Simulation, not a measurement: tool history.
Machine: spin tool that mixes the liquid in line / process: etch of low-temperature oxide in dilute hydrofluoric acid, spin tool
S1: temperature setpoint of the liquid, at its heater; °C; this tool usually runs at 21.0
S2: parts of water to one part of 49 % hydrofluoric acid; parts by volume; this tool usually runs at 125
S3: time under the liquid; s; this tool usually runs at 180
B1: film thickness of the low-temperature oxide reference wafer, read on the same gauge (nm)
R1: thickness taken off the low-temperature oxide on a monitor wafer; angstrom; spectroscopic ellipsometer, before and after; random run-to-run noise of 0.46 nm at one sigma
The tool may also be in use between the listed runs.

run    hour    S1   S2   S3     B1     R1
  1     0.0  21.0  125  180  70.01  431.1
  2   193.5  21.0  125  180  69.97  439.1
  3   232.9  21.0  125  180  70.01  436.7
  4   329.4  21.0  125  180  70.00  436.9
  5   407.3  21.0  125  180  70.00  431.6
      483.1  -- gauge calibrated
  6   485.3  21.0  125  180  70.02  434.1
  7   526.3  21.0  125  180  70.00  435.7
  8   595.3  21.0  145  180  69.98  366.5
  9   637.5  21.0  125  180  69.97  430.2
 10   680.8  21.0  125  180  69.96  430.8
 11   773.8  21.0  125  180  70.00  433.9
      801.7  -- thermometer replaced
 12   848.8  21.0  170  180  70.00  337.7
 13   890.5  21.0  170  180  69.98  339.1
 14   986.5  21.0  170  180  70.03  344.9
 15  1056.5  21.0   75   75  69.98  354.9
 16  1138.2  21.0  125  180  70.03  490.8
     1162.9  -- hydrofluoric acid flow meter replaced
 17  1258.9  21.0  125  180  69.99  457.5
 18  1362.4  18.5   70   95  69.98  413.7
 19  1422.6  21.0   65   90  70.05  476.8
 20  1465.0  26.0  155  245  70.03  601.1
 21  1572.7  21.0  125  180  70.00  459.8

Run 22 comes next. What will it give?
 22  1610.0  22.5  170  225   ?   ?

B1: 70.02
R1: 421.0 angstrom
Minus the tool's unlogged condition, the same run would have read R1 426.0 angstrom.
